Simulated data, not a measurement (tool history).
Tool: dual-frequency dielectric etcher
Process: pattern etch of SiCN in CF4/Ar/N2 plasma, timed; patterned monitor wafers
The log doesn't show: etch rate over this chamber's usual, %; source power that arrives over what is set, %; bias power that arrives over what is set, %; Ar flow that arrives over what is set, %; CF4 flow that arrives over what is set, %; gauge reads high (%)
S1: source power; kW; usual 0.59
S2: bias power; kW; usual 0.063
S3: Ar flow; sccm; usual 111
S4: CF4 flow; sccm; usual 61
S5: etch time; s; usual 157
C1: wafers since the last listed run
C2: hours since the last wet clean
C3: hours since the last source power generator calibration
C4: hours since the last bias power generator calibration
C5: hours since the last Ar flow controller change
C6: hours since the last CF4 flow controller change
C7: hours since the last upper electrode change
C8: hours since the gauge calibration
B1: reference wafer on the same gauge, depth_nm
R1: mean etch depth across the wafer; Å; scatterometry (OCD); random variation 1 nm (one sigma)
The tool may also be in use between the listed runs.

run 1 hour=0 | S1=0.65 S2=0.063 S3=111 S4=61 S5=157 | C1=0 C2=230.3 C3=3681 C4=2823.2 C5=27.8 C6=3331.5 C7=5245.9 C8=1710.7 | B1=139.2 | R1=1760
run 2 hour=61.6 | S1=0.65 S2=0.063 S3=111 S4=61 S5=157 | C1=639 C2=291.9 C3=3742.6 C4=2884.8 C5=89.4 C6=3393.1 C7=5307.5 C8=1772.3 | B1=139.4 | R1=1746
run 3 hour=91.1 | S1=0.59 S2=0.063 S3=111 S4=61 S5=157 | C1=306 C2=321.4 C3=3772.1 C4=2914.3 C5=118.9 C6=3422.6 C7=5337 C8=1801.8 | B1=138.9 | R1=1583
run 4 hour=209.4 | S1=0.59 S2=0.055 S3=111 S4=61 S5=157 | C1=1228 C2=439.7 C3=3890.4 C4=3032.6 C5=237.2 C6=3540.9 C7=5455.3 C8=1920.1 | B1=139.1 | R1=1479
run 5 hour=251.8 | S1=0.59 S2=0.063 S3=111 S4=61 S5=157 | C1=440 C2=482.1 C3=3932.8 C4=3075 C5=279.6 C6=3583.3 C7=5497.7 C8=1962.5 | B1=139 | R1=1581
run 6 hour=288.6 | S1=0.59 S2=0.063 S3=111 S4=61 S5=200.5 | C1=382 C2=518.9 C3=3969.6 C4=3111.8 C5=316.4 C6=3620.1 C7=5534.5 C8=1999.3 | B1=139 | R1=2048
run 7 hour=356.1 | S1=0.59 S2=0.054 S3=111 S4=61 S5=157 | C1=701 C2=586.4 C3=4037.1 C4=3179.3 C5=383.9 C6=3687.6 C7=5602 C8=2066.8 | B1=138.9 | R1=1472
-- hour=358.8 gauge calibrated
-- hour=401.8 source power generator calibrated
-- hour=416 wet clean of the chamber
run 8 hour=424.1 | S1=0.51 S2=0.063 S3=111 S4=61 S5=131 | C1=517 C2=8.1 C3=22.3 C4=3247.3 C5=451.9 C6=3755.6 C7=5670 C8=65.3 | B1=139.3 | R1=1193
run 9 hour=458.6 | S1=0.59 S2=0.063 S3=111 S4=61 S5=157 | C1=358 C2=42.6 C3=56.8 C4=3281.8 C5=486.4 C6=3790.1 C7=5704.5 C8=99.8 | B1=139.1 | R1=1692
run 10 hour=493.2 | S1=0.59 S2=0.069 S3=134 S4=61 S5=157 | C1=359 C2=77.2 C3=91.4 C4=3316.4 C5=521 C6=3824.7 C7=5739.1 C8=134.4 | B1=139.3 | R1=1717
-- hour=514.4 bias power generator calibrated
run 11 hour=539.9 | S1=0.59 S2=0.059 S3=94 S4=61 S5=127 | C1=443 C2=123.9 C3=138.1 C4=25.5 C5=567.7 C6=3871.4 C7=5785.8 C8=181.1 | B1=138.7 | R1=1328
run 12 hour=566.3 | S1=0.59 S2=0.063 S3=111 S4=61 S5=157 | C1=274 C2=150.3 C3=164.5 C4=51.9 C5=594.1 C6=3897.8 C7=5812.2 C8=207.5 | B1=138.7 | R1=1674
run 13 hour=631.8 | S1=0.59 S2=0.063 S3=111 S4=61 S5=157 | C1=680 C2=215.8 C3=230 C4=117.4 C5=659.6 C6=3963.3 C7=5877.7 C8=273 | B1=138.9 | R1=1672
run 14 hour=702 | S1=0.65 S2=0.056 S3=138 S4=61 S5=189 | C1=729 C2=286 C3=300.2 C4=187.6 C5=729.8 C6=4033.5 C7=5947.9 C8=343.2 | B1=138.6 | R1=2045
-- hour=743.1 upper electrode replaced
run 15 hour=888.4 | S1=0.64 S2=0.063 S3=118 S4=72 S5=200 | C1=1686 C2=472.4 C3=486.6 C4=374 C5=916.2 C6=4219.9 C7=145.3 C8=529.6 | B1=139.1 | R1=2371
-- hour=918.8 CF4 flow controller replaced
run 16 hour=919.3 | S1=0.59 S2=0.063 S3=111 S4=52 S5=157 | C1=258 C2=503.3 C3=517.5 C4=404.9 C5=947.1 C6=0.5 C7=176.2 C8=560.5 | B1=138.9 | R1=1622
-- hour=960.6 wet clean of the chamber
run 17 hour=981.1 | S1=0.59 S2=0.059 S3=94 S4=61 S5=127 | C1=392 C2=20.5 C3=579.3 C4=466.7 C5=1008.9 C6=62.3 C7=238 C8=622.3 | B1=139.1 | R1=1324
run 18 hour=1039.8 | S1=0.72 S2=0.063 S3=134 S4=61 S5=157 | C1=609 C2=79.2 C3=638 C4=525.4 C5=1067.6 C6=121 C7=296.7 C8=681 | B1=138.6 | R1=2006
run 19 hour=1111.6 | S1=0.59 S2=0.074 S3=126 S4=69 S5=157 | C1=745 C2=151 C3=709.8 C4=597.2 C5=1139.4 C6=192.8 C7=368.5 C8=752.8 | B1=138.8 | R1=1804
run 20 hour=1278.9 | S1=0.59 S2=0.063 S3=93 S4=61 S5=157 | C1=1737 C2=318.3 C3=877.1 C4=764.5 C5=1306.7 C6=360.1 C7=535.8 C8=920.1 | B1=138.6 | R1=1688
run 21 hour=1332.7 | S1=0.59 S2=0.063 S3=111 S4=61 S5=157 | C1=558 C2=372.1 C3=930.9 C4=818.3 C5=1360.5 C6=413.9 C7=589.6 C8=973.9 | B1=139 | R1=1665
run 22 hour=1365.3 | S1=0.59 S2=0.063 S3=111 S4=61 S5=157 | C1=338 C2=404.7 C3=963.5 C4=850.9 C5=1393.1 C6=446.5 C7=622.2 C8=1006.5 | B1=138.4 | R1=1644

Forecast each of these 3 alternatives for the next run:
run A hour=1365.8 | S1=0.59 S2=0.063 S3=111 S4=61 S5=157 | C1=5 C2=405.2 C3=964 C4=851.4 C5=1393.6 C6=447 C7=622.7 C8=1007 | B1=? | R1=?
run B hour=1365.8 | S1=0.59 S2=0.063 S3=111 S4=61 S5=180.5 | C1=5 C2=405.2 C3=964 C4=851.4 C5=1393.6 C6=447 C7=622.7 C8=1007 | B1=? | R1=?
run C hour=1365.8 | S1=0.5 S2=0.063 S3=111 S4=61 S5=157 | C1=5 C2=405.2 C3=964 C4=851.4 C5=1393.6 C6=447 C7=622.7 C8=1007 | B1=? | R1=?

run=A B1=138.4 R1=1663
run=B B1=138.4 R1=1912
run=C B1=138.4 R1=1391
Without the tool's hidden state the same runs would have given:
run=A R1=1673
run=B R1=1923
run=C R1=1400

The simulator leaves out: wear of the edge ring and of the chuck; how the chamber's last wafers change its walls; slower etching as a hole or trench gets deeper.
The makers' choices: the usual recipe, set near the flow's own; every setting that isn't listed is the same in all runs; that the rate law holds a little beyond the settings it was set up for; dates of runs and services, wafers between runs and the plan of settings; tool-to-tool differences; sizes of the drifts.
